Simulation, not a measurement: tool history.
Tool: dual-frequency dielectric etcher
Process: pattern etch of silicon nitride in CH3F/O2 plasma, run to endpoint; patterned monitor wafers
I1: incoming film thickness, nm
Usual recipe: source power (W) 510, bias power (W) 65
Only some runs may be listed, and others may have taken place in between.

run 1 hour=0.0 | source_power_(W)=510 bias_power_(W)=65 | I1=93.2 | endpoint_time_(s)=91.8
run 2 hour=13.3 | source_power_(W)=510 bias_power_(W)=65 | I1=92.4 | endpoint_time_(s)=91.3
run 3 hour=23.0 | source_power_(W)=510 bias_power_(W)=65 | I1=92.7 | endpoint_time_(s)=90.9
run 4 hour=31.3 | source_power_(W)=510 bias_power_(W)=65 | I1=92.1 | endpoint_time_(s)=90.0
run 5 hour=43.0 | source_power_(W)=510 bias_power_(W)=65 | I1=93.4 | endpoint_time_(s)=91.5
run 6 hour=58.2 | source_power_(W)=510 bias_power_(W)=65 | I1=92.9 | endpoint_time_(s)=91.3
run 7 hour=72.7 | source_power_(W)=510 bias_power_(W)=65 | I1=92.1 | endpoint_time_(s)=90.9
run 8 hour=102.5 | source_power_(W)=510 bias_power_(W)=65 | I1=92.6 | endpoint_time_(s)=91.0
run 9 hour=102.9 | source_power_(W)=510 bias_power_(W)=65 | I1=92.9 | endpoint_time_(s)=91.0
run 10 hour=146.0 | source_power_(W)=610 bias_power_(W)=49 | I1=93.4 | endpoint_time_(s)=93.6
run 11 hour=158.0 | source_power_(W)=510 bias_power_(W)=65 | I1=93.1 | endpoint_time_(s)=91.9
run 12 hour=167.4 | source_power_(W)=590 bias_power_(W)=72 | I1=92.2 | endpoint_time_(s)=82.5
run 13 hour=185.3 | source_power_(W)=450 bias_power_(W)=72 | I1=92.2 | endpoint_time_(s)=92.7
run 14 hour=202.1 | source_power_(W)=510 bias_power_(W)=65 | I1=91.8 | endpoint_time_(s)=89.5
run 15 hour=215.8 | source_power_(W)=450 bias_power_(W)=65 | I1=92.0 | endpoint_time_(s)=95.6
run 16 hour=222.4 | source_power_(W)=510 bias_power_(W)=65 | I1=91.4 | endpoint_time_(s)=89.3
run 17 hour=239.4 | source_power_(W)=430 bias_power_(W)=79 | I1=91.9 | endpoint_time_(s)=90.7
run 18 hour=246.6 | source_power_(W)=570 bias_power_(W)=56 | I1=93.2 | endpoint_time_(s)=90.8

Put back what was entered between runs (4 entries, withheld): which listed runs does each sit between, and how does the hidden state differ from the listed run before to the listed run after?
From run 7 to run 8: wet clean of the chamber (hour 100.7); bias power generator calibrated (hour 102.0)
  both runs share identical hidden conditions
From run 9 to run 10: source power generator calibrated (hour 107.0); upper electrode replaced (hour 134.2)
  both runs share identical hidden conditions

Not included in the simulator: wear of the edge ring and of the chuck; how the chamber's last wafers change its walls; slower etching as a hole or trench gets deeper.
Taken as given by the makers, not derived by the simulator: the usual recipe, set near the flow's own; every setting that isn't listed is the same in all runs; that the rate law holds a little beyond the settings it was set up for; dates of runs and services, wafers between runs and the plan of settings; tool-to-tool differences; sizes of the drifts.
